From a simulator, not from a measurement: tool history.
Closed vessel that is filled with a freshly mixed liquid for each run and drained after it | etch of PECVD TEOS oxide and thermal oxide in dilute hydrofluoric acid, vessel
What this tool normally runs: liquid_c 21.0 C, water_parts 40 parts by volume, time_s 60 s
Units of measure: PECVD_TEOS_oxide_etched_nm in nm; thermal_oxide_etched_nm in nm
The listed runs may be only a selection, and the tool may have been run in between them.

| run | hour | liquid_c | water_parts | time_s | read-back film thickness of the PECVD TEOS oxide reference wafer, read on the same gauge (nm) | read-back film thickness of the thermal oxide reference wafer, read on the same gauge (nm) | PECVD_TEOS_oxide_etched_nm | thermal_oxide_etched_nm |
|---|---|---|---|---|---|---|---|---|
| 1 | 0.0 | 21.0 | 40 | 50 | 50.01 | 70.00 | 29.89 | 4.72 |
| 2 | 8.1 | 21.0 | 40 | 50 | 50.00 | 69.94 | 29.88 | 4.71 |
| 3 | 17.6 | 21.0 | 40 | 50 | 50.02 | 69.98 | 29.54 | 4.66 |
| 4 | 29.0 | 21.0 | 40 | 60 | 50.00 | 69.98 | 35.53 | 5.68 |
|  | 30.3 | hydrofluoric acid flow meter replaced |
| 5 | 41.1 | 21.0 | 40 | 60 | 50.02 | 69.98 | 35.90 | 5.64 |
|  | 44.2 | thermometer replaced |
| 6 | 85.5 | 21.0 | 40 | 60 | 50.02 | 69.95 | 39.97 | 6.28 |
| 7 | 101.3 | 21.0 | 40 | 60 | 49.99 | 69.99 | 39.81 | 6.33 |
| 8 | 116.0 | 23.0 | 40 | 95 | 49.97 | 70.01 | 68.23 | 10.82 |
| 9 | 128.1 | 21.0 | 40 | 60 | 50.01 | 70.00 | 39.65 | 6.32 |
|  | 130.6 | gauge calibrated |
| 10 | 137.1 | 21.0 | 25 | 60 | 50.00 | 70.00 | 64.59 | 10.15 |
| 11 | 145.1 | 21.0 | 40 | 60 | 50.01 | 70.00 | 39.52 | 6.29 |
| 12 | 158.5 | 21.0 | 40 | 60 | 50.00 | 70.00 | 39.51 | 6.23 |
| 13 | 169.2 | 21.0 | 30 | 60 | 50.02 | 69.99 | 53.51 | 8.55 |
| 14 | 185.7 | 17.0 | 60 | 30 | 50.03 | 70.02 | 10.86 | 1.73 |
| 15 | 196.9 | 17.0 | 50 | 85 | 50.01 | 69.98 | 37.30 | 5.92 |
| 16 | 207.3 | 25.0 | 40 | 85 | 49.98 | 69.98 | 65.84 | 10.46 |
| 17 | 219.2 | 18.0 | 40 | 60 | 50.01 | 69.95 | 34.98 | 5.49 |
| 18 | 233.1 | 25.5 | 40 | 60 | 50.01 | 70.00 | 47.82 | 7.50 |
| 19 | 246.7 | 21.0 | 40 | 60 | 50.01 | 69.98 | 39.47 | 6.19 |
| 20 | 254.0 | 17.0 | 25 | 45 | 50.01 | 70.01 | 40.69 | 6.35 |
| 21 | 286.9 | 21.0 | 50 | 60 | 49.99 | 70.03 | 31.05 | 4.93 |
| 22 | 301.3 | 18.5 | 30 | 35 | 50.00 | 70.04 | 27.68 | 4.38 |
| 23 | 308.1 | 24.0 | 45 | 60 | 50.02 | 70.03 | 39.66 | 6.24 |
| 24 | 317.0 | 18.5 | 30 | 30 | 50.02 | 70.01 | 23.77 | 3.75 |
| 25 | 330.5 | 21.0 | 30 | 35 | 49.99 | 70.03 | 31.09 | 4.86 |

Forecast each of these 5 alternatives for the next run:
| A | 331.2 | 23.5 | 40 | 60 | ? | ? | ? | ? |
| B | 331.2 | 24.0 | 40 | 60 | ? | ? | ? | ? |
| C | 331.2 | 21.0 | 40 | 80 | ? | ? | ? | ? |
| D | 331.2 | 21.0 | 40 | 30 | ? | ? | ? | ? |
| E | 331.2 | 25.0 | 40 | 30 | ? | ? | ? | ? |

| run | read-back film thickness of the PECVD TEOS oxide reference wafer, read on the same gauge (nm) | read-back film thickness of the thermal oxide reference wafer, read on the same gauge (nm) | PECVD_TEOS_oxide_etched_nm | thermal_oxide_etched_nm |
|---|---|---|---|---|
| A | 50.01 | 70.03 | 43.97 | 6.83 |
| B | 50.01 | 70.03 | 44.90 | 6.97 |
| C | 50.01 | 70.03 | 52.74 | 8.19 |
| D | 50.01 | 70.03 | 19.78 | 3.07 |
| E | 50.01 | 70.03 | 23.40 | 3.63 |
Take away the tool's hidden state, keep each run's random variation, and the runs would have read:
| run | PECVD_TEOS_oxide_etched_nm | thermal_oxide_etched_nm |
|---|---|---|
| A | 45.52 | 7.07 |
| B | 46.48 | 7.22 |
| C | 54.64 | 8.49 |
| D | 20.49 | 3.18 |
| E | 24.22 | 3.76 |

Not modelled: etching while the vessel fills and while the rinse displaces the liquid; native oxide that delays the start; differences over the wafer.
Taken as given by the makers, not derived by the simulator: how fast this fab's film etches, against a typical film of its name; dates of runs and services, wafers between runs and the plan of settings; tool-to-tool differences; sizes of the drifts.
